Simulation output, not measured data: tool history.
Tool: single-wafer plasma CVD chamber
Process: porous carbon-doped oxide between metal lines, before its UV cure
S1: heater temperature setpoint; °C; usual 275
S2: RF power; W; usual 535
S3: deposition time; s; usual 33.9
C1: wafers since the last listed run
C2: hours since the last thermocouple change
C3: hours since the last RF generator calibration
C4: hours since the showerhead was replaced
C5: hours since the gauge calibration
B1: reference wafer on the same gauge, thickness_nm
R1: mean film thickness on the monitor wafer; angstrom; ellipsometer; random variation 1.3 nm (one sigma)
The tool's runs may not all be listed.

{"run": 1, "day": 0.0, "S1": 275, "S2": 535, "S3": 33.9, "C1": 0, "C2": 249.5, "C3": 1349.8, "C4": 5609.5, "C5": 237.0, "B1": 227.974, "R1": 2167.16}
{"day": 3.35, "done": "RF generator calibrated"}
{"run": 2, "day": 4.296, "S1": 275, "S2": 535, "S3": 33.9, "C1": 1238, "C2": 352.6, "C3": 22.7, "C4": 5712.6, "C5": 340.1, "B1": 227.586, "R1": 2256.96}
{"run": 3, "day": 7.971, "S1": 275, "S2": 535, "S3": 33.9, "C1": 1148, "C2": 440.8, "C3": 110.9, "C4": 5800.8, "C5": 428.3, "B1": 228.193, "R1": 2258.55}
{"run": 4, "day": 9.575, "S1": 275, "S2": 535, "S3": 29.2, "C1": 501, "C2": 479.3, "C3": 149.4, "C4": 5839.3, "C5": 466.8, "B1": 228.53, "R1": 1956.5}
{"run": 5, "day": 12.138, "S1": 275, "S2": 535, "S3": 29.2, "C1": 800, "C2": 540.8, "C3": 210.9, "C4": 5900.8, "C5": 528.3, "B1": 228.034, "R1": 1957.44}
{"run": 6, "day": 15.7, "S1": 275, "S2": 535, "S3": 33.9, "C1": 1113, "C2": 626.3, "C3": 296.4, "C4": 5986.3, "C5": 613.8, "B1": 227.821, "R1": 2264.42}
{"run": 7, "day": 18.954, "S1": 275, "S2": 565, "S3": 33.9, "C1": 1016, "C2": 704.4, "C3": 374.5, "C4": 6064.4, "C5": 691.9, "B1": 227.633, "R1": 2331.11}
{"run": 8, "day": 21.196, "S1": 275, "S2": 565, "S3": 33.9, "C1": 700, "C2": 758.2, "C3": 428.3, "C4": 6118.2, "C5": 745.7, "B1": 228.661, "R1": 2332.46}
{"run": 9, "day": 23.188, "S1": 275, "S2": 565, "S3": 33.9, "C1": 622, "C2": 806.0, "C3": 476.1, "C4": 6166.0, "C5": 793.5, "B1": 227.924, "R1": 2315.09}
{"day": 26.379, "done": "showerhead replaced"}
{"run": 10, "day": 35.488, "S1": 275, "S2": 535, "S3": 33.9, "C1": 3738, "C2": 1101.2, "C3": 771.3, "C4": 218.6, "C5": 1088.7, "B1": 227.446, "R1": 2196.81}
{"run": 11, "day": 38.662, "S1": 275, "S2": 535, "S3": 33.9, "C1": 992, "C2": 1177.4, "C3": 847.5, "C4": 294.8, "C5": 1164.9, "B1": 228.548, "R1": 2163.42}
{"run": 12, "day": 42.458, "S1": 275, "S2": 535, "S3": 33.9, "C1": 1186, "C2": 1268.5, "C3": 938.6, "C4": 385.9, "C5": 1256.0, "B1": 227.691, "R1": 2142.37}
{"run": 13, "day": 45.742, "S1": 285, "S2": 635, "S3": 33.9, "C1": 1025, "C2": 1347.3, "C3": 1017.4, "C4": 464.7, "C5": 1334.8, "B1": 228.348, "R1": 2242.55}
{"day": 48.238, "done": "thermocouple changed; heater temperature recalibrated"}
{"run": 14, "day": 49.9, "S1": 275, "S2": 605, "S3": 39.7, "C1": 1195, "C2": 39.9, "C3": 1117.2, "C4": 564.5, "C5": 1434.6, "B1": 227.67, "R1": 2795.92}
{"day": 51.754, "done": "RF generator calibrated"}
{"run": 15, "day": 53.238, "S1": 275, "S2": 570, "S3": 35.6, "C1": 938, "C2": 120.0, "C3": 35.6, "C4": 644.6, "C5": 1514.7, "B1": 228.033, "R1": 2496.65}
{"run": 16, "day": 56.017, "S1": 275, "S2": 580, "S3": 33.9, "C1": 868, "C2": 186.7, "C3": 102.3, "C4": 711.3, "C5": 1581.4, "B1": 228.008, "R1": 2431.9}
{"run": 17, "day": 57.85, "S1": 282, "S2": 600, "S3": 33.9, "C1": 572, "C2": 230.7, "C3": 146.3, "C4": 755.3, "C5": 1625.4, "B1": 228.082, "R1": 2342.15}
{"run": 18, "day": 60.038, "S1": 275, "S2": 535, "S3": 33.9, "C1": 683, "C2": 283.2, "C3": 198.8, "C4": 807.8, "C5": 1677.9, "B1": 228.355, "R1": 2288.46}
{"run": 19, "day": 62.921, "S1": 280, "S2": 535, "S3": 33.9, "C1": 900, "C2": 352.4, "C3": 268.0, "C4": 877.0, "C5": 1747.1, "B1": 227.89, "R1": 2188.95}
{"run": 20, "day": 66.221, "S1": 275, "S2": 535, "S3": 33.9, "C1": 1031, "C2": 431.6, "C3": 347.2, "C4": 956.2, "C5": 1826.3, "B1": 228.34, "R1": 2271.79}
{"day": 68.85, "done": "gauge calibrated"}
{"run": 21, "day": 69.371, "S1": 261, "S2": 535, "S3": 33.9, "C1": 984, "C2": 507.2, "C3": 422.8, "C4": 1031.8, "C5": 12.5, "B1": 227.701, "R1": 2501.91}
{"run": 22, "day": 71.321, "S1": 282, "S2": 625, "S3": 40.2, "C1": 609, "C2": 554.0, "C3": 469.6, "C4": 1078.6, "C5": 59.3, "B1": 227.966, "R1": 2830.7}
{"run": 23, "day": 75.758, "S1": 275, "S2": 535, "S3": 33.9, "C1": 1386, "C2": 660.5, "C3": 576.1, "C4": 1185.1, "C5": 165.8, "B1": 228.307, "R1": 2253.47}
{"run": 24, "day": 79.983, "S1": 275, "S2": 455, "S3": 29.8, "C1": 1320, "C2": 761.9, "C3": 677.5, "C4": 1286.5, "C5": 267.2, "B1": 227.372, "R1": 1745.67}
{"run": 25, "day": 87.654, "S1": 275, "S2": 570, "S3": 35.6, "C1": 2396, "C2": 946.0, "C3": 861.6, "C4": 1470.6, "C5": 451.3, "B1": 228.115, "R1": 2417.79}
{"run": 26, "day": 89.646, "S1": 275, "S2": 450, "S3": 36.4, "C1": 622, "C2": 993.8, "C3": 909.4, "C4": 1518.4, "C5": 499.1, "B1": 227.854, "R1": 2057.21}
{"run": 27, "day": 92.904, "S1": 275, "S2": 580, "S3": 33.9, "C1": 1018, "C2": 1072.0, "C3": 987.6, "C4": 1596.6, "C5": 577.3, "B1": 228.361, "R1": 2290.26}
{"run": 28, "day": 94.617, "S1": 275, "S2": 470, "S3": 30.1, "C1": 535, "C2": 1113.1, "C3": 1028.7, "C4": 1637.7, "C5": 618.4, "B1": 228.013, "R1": 1756.95}
{"run": 29, "day": 98.875, "S1": 275, "S2": 460, "S3": 33.9, "C1": 1330, "C2": 1215.3, "C3": 1130.9, "C4": 1739.9, "C5": 720.6, "B1": 228.256, "R1": 1906.16}
{"run": 30, "day": 102.225, "S1": 275, "S2": 500, "S3": 31.0, "C1": 1046, "C2": 1295.7, "C3": 1211.3, "C4": 1820.3, "C5": 801.0, "B1": 228.069, "R1": 1851.76}
{"day": 104.442, "done": "thermocouple changed; heater temperature recalibrated"}
{"run": 31, "day": 104.942, "S1": 267, "S2": 630, "S3": 39.4, "C1": 744, "C2": 12.0, "C3": 1276.5, "C4": 1885.5, "C5": 866.2, "B1": 227.986, "R1": 3042.89}
{"run": 32, "day": 106.842, "S1": 275, "S2": 535, "S3": 33.9, "C1": 593, "C2": 57.6, "C3": 1322.1, "C4": 1931.1, "C5": 911.8, "B1": 227.735, "R1": 2178.15}
{"run": 33, "day": 109.592, "S1": 269, "S2": 600, "S3": 33.9, "C1": 859, "C2": 123.6, "C3": 1388.1, "C4": 1997.1, "C5": 977.8, "B1": 228.098, "R1": 2466.22}
{"run": 34, "day": 112.508, "S1": 264, "S2": 430, "S3": 38.3, "C1": 911, "C2": 193.6, "C3": 1458.1, "C4": 2067.1, "C5": 1047.8, "B1": 227.401, "R1": 2227.84}
{"day": 114.196, "done": "RF generator calibrated"}
{"run": 35, "day": 115.417, "S1": 275, "S2": 535, "S3": 33.9, "C1": 804, "C2": 263.4, "C3": 29.3, "C4": 2136.9, "C5": 1117.6, "B1": 228.211, "R1": 2264.39}

Some steps in R1 between neighbouring runs. How much of each would the tool show without its hidden state too (settings, what came in, random variation), and how much is left for the hidden state, with any gauge scatter that isn't in both results?
The hidden state here: wafer temperature above the value expected at the setpoint (K); delivered RF power above the setpoint (%); gauge reads high (%).
Run 1 -> 2: RF generator calibrated. R1 +89.80 angstrom: hidden state +85.46, all else +4.34.
Run 14 -> 15: S2 605 -> 570, S3 39.7 -> 35.6, RF generator calibrated. R1 -299.27 angstrom: hidden state +112.24, all else -411.51.
Run 24 -> 25: S2 455 -> 570, S3 29.8 -> 35.6. R1 +672.12 angstrom: hidden state -45.24, all else +717.36.
Run 30 -> 31: S1 275 -> 267, S2 500 -> 630, S3 31.0 -> 39.4, thermocouple changed; heater temperature recalibrated. R1 +1191.13 angstrom: hidden state +17.17, all else +1173.96.
Run 31 -> 32: S1 267 -> 275, S2 630 -> 535, S3 39.4 -> 33.9. R1 -864.74 angstrom: hidden state +25.10, all else -889.84.
Run 34 -> 35: S1 264 -> 275, S2 430 -> 535, S3 38.3 -> 33.9, RF generator calibrated. R1 +36.55 angstrom: hidden state +138.03, all else -101.48.
